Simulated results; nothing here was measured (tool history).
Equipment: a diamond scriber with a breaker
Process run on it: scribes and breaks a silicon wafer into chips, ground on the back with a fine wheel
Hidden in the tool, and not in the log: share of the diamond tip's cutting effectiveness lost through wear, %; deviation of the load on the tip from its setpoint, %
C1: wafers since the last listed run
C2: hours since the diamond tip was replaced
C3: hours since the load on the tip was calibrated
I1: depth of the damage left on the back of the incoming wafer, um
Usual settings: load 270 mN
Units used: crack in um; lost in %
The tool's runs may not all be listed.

{"run": 1, "hour": 0.0, "load": 220, "C1": 0, "C2": 850.9, "C3": 432.7, "I1": 1.66, "crack": 11.69, "lost": 2.02}
{"run": 2, "hour": 6.3, "load": 220, "C1": 17, "C2": 857.2, "C3": 439, "I1": 1.92, "crack": 11.94, "lost": 2.29}
{"run": 3, "hour": 15.3, "load": 270, "C1": 24, "C2": 866.2, "C3": 448, "I1": 2.36, "crack": 13.37, "lost": 2.54}
{"run": 4, "hour": 31.4, "load": 270, "C1": 44, "C2": 882.3, "C3": 464.1, "I1": 2.48, "crack": 13.44, "lost": 2.68}
{"run": 5, "hour": 41.3, "load": 270, "C1": 27, "C2": 892.2, "C3": 474, "I1": 2.81, "crack": 13.38, "lost": 3}
{"run": 6, "hour": 56.2, "load": 270, "C1": 40, "C2": 907.1, "C3": 488.9, "I1": 1.62, "crack": 13.45, "lost": 2.31}
{"run": 7, "hour": 72.3, "load": 270, "C1": 44, "C2": 923.2, "C3": 505, "I1": 1.53, "crack": 13.33, "lost": 2.22}
{"run": 8, "hour": 82.9, "load": 219, "C1": 29, "C2": 933.8, "C3": 515.6, "I1": 1.55, "crack": 11.9, "lost": 1.99}
{"run": 9, "hour": 95.6, "load": 194, "C1": 34, "C2": 946.5, "C3": 528.3, "I1": 1.57, "crack": 11.03, "lost": 2.79}
{"run": 10, "hour": 101.7, "load": 328, "C1": 16, "C2": 952.6, "C3": 534.4, "I1": 2.22, "crack": 15.16, "lost": 4.93}
{"run": 11, "hour": 110.2, "load": 334, "C1": 23, "C2": 961.1, "C3": 542.9, "I1": 2.26, "crack": 15.21, "lost": 5.95}

What does the tool deliver on the next run?
{"hour": 122.5, "done": "load on the tip recalibrated"}
{"hour": 158.1, "done": "diamond tip replaced by a new one"}
{"run": 12, "hour": 163.4, "load": 334, "C1": 135, "C2": 5.3, "C3": 40.9, "I1": 1.63, "crack": "?", "lost": "?"}

{"run 12": {"crack": 14.55, "lost": 3.66}}
Take away the tool's hidden state, keep the run-to-run variation as it was, and the same run would have given crack 14.23 um, lost 3.13 %.
